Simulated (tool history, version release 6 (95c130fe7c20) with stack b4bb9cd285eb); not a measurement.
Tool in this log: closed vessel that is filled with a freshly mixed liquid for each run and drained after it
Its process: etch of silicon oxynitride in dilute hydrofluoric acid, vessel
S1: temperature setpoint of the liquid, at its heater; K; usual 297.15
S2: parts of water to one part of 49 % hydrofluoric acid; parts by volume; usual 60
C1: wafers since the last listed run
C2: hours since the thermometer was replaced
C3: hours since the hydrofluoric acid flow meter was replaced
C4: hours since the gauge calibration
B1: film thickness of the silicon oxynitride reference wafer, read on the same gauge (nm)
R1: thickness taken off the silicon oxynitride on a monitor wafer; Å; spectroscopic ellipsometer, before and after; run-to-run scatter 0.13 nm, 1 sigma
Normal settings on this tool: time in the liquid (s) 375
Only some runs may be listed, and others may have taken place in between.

{"run": 1, "day": 0.0, "S1": 297.15, "S2": 75, "time in the liquid (s)": 280, "C1": 0, "C2": 24.5, "C3": 181.7, "C4": 650.8, "B1": 120.01, "R1": 193.2}
{"run": 2, "day": 1.875, "S1": 295.65, "S2": 60, "time in the liquid (s)": 375, "C1": 4117, "C2": 69.5, "C3": 226.7, "C4": 695.8, "B1": 120.02, "R1": 302.1}
{"run": 3, "day": 4.225, "S1": 295.65, "S2": 60, "time in the liquid (s)": 375, "C1": 5160, "C2": 125.9, "C3": 283.1, "C4": 752.2, "B1": 120.02, "R1": 301.3}
{"run": 4, "day": 6.358, "S1": 295.65, "S2": 60, "time in the liquid (s)": 375, "C1": 4684, "C2": 177.1, "C3": 334.3, "C4": 803.4, "B1": 119.99, "R1": 303.9}
{"run": 5, "day": 8.175, "S1": 297.15, "S2": 60, "time in the liquid (s)": 375, "C1": 3989, "C2": 220.7, "C3": 377.9, "C4": 847, "B1": 119.99, "R1": 325.4}
{"run": 6, "day": 10.225, "S1": 297.15, "S2": 60, "time in the liquid (s)": 375, "C1": 4501, "C2": 269.9, "C3": 427.1, "C4": 896.2, "B1": 120.05, "R1": 324.1}
{"run": 7, "day": 11.754, "S1": 297.15, "S2": 60, "time in the liquid (s)": 375, "C1": 3358, "C2": 306.6, "C3": 463.8, "C4": 932.9, "B1": 120.03, "R1": 326.8}
{"run": 8, "day": 15.208, "S1": 300.15, "S2": 55, "time in the liquid (s)": 375, "C1": 7585, "C2": 389.5, "C3": 546.7, "C4": 1015.8, "B1": 120.01, "R1": 413.1}
{"day": 18.217, "done": "gauge calibrated"}
{"run": 9, "day": 18.496, "S1": 300.15, "S2": 55, "time in the liquid (s)": 375, "C1": 7219, "C2": 468.4, "C3": 625.6, "C4": 6.7, "B1": 119.97, "R1": 411.1}
{"run": 10, "day": 22.45, "S1": 297.15, "S2": 75, "time in the liquid (s)": 375, "C1": 8683, "C2": 563.3, "C3": 720.5, "C4": 101.6, "B1": 120.01, "R1": 257.7}
{"run": 11, "day": 24.146, "S1": 293.65, "S2": 80, "time in the liquid (s)": 215, "C1": 3724, "C2": 604, "C3": 761.2, "C4": 142.3, "B1": 119.99, "R1": 117.1}
{"day": 24.579, "done": "thermometer replaced"}
{"run": 12, "day": 26.675, "S1": 297.15, "S2": 60, "time in the liquid (s)": 375, "C1": 5462, "C2": 50.3, "C3": 821.9, "C4": 203, "B1": 119.97, "R1": 326.2}
{"day": 29.342, "done": "hydrofluoric acid flow meter replaced"}
{"run": 13, "day": 29.85, "S1": 299.15, "S2": 40, "time in the liquid (s)": 375, "C1": 6880, "C2": 126.5, "C3": 12.2, "C4": 279.2, "B1": 119.99, "R1": 550.7}
{"run": 14, "day": 33.158, "S1": 297.15, "S2": 60, "time in the liquid (s)": 245, "C1": 7265, "C2": 205.9, "C3": 91.6, "C4": 358.6, "B1": 120.01, "R1": 212.3}
{"run": 15, "day": 36.012, "S1": 297.15, "S2": 60, "time in the liquid (s)": 375, "C1": 6267, "C2": 274.4, "C3": 160.1, "C4": 427.1, "B1": 120.05, "R1": 327.8}
{"run": 16, "day": 39.142, "S1": 299.15, "S2": 60, "time in the liquid (s)": 375, "C1": 6871, "C2": 349.5, "C3": 235.2, "C4": 502.2, "B1": 120.02, "R1": 359.2}
{"run": 17, "day": 40.908, "S1": 299.65, "S2": 60, "time in the liquid (s)": 235, "C1": 3879, "C2": 391.9, "C3": 277.6, "C4": 544.6, "B1": 119.99, "R1": 231.1}
{"run": 18, "day": 43.533, "S1": 300.65, "S2": 40, "time in the liquid (s)": 560, "C1": 5764, "C2": 454.9, "C3": 340.6, "C4": 607.6, "B1": 120, "R1": 876}
{"run": 19, "day": 46.404, "S1": 293.15, "S2": 60, "time in the liquid (s)": 375, "C1": 6304, "C2": 523.8, "C3": 409.5, "C4": 676.5, "B1": 119.99, "R1": 269.1}
{"run": 20, "day": 48.696, "S1": 295.15, "S2": 35, "time in the liquid (s)": 305, "C1": 5032, "C2": 578.8, "C3": 464.5, "C4": 731.5, "B1": 120.01, "R1": 418.3}

3 options for the next run, each taken on its own from the tool as it stands now. Forecast them:
{"run": "A", "day": 48.729, "S1": 297.15, "S2": 60, "time in the liquid (s)": 295, "C1": 73, "C2": 579.6, "C3": 465.3, "C4": 732.3, "B1": "?", "R1": "?"}
{"run": "B", "day": 48.729, "S1": 297.15, "S2": 60, "time in the liquid (s)": 535, "C1": 73, "C2": 579.6, "C3": 465.3, "C4": 732.3, "B1": "?", "R1": "?"}
{"run": "C", "day": 48.729, "S1": 299.65, "S2": 90, "time in the liquid (s)": 230, "C1": 73, "C2": 579.6, "C3": 465.3, "C4": 732.3, "B1": "?", "R1": "?"}

run=A B1=120.01 R1=257.4
run=B B1=120.01 R1=466.8
run=C B1=120.01 R1=146.7
What these runs would have given with no unlogged condition in the tool:
run=A R1=257.4
run=B R1=466.8
run=C R1=146.7
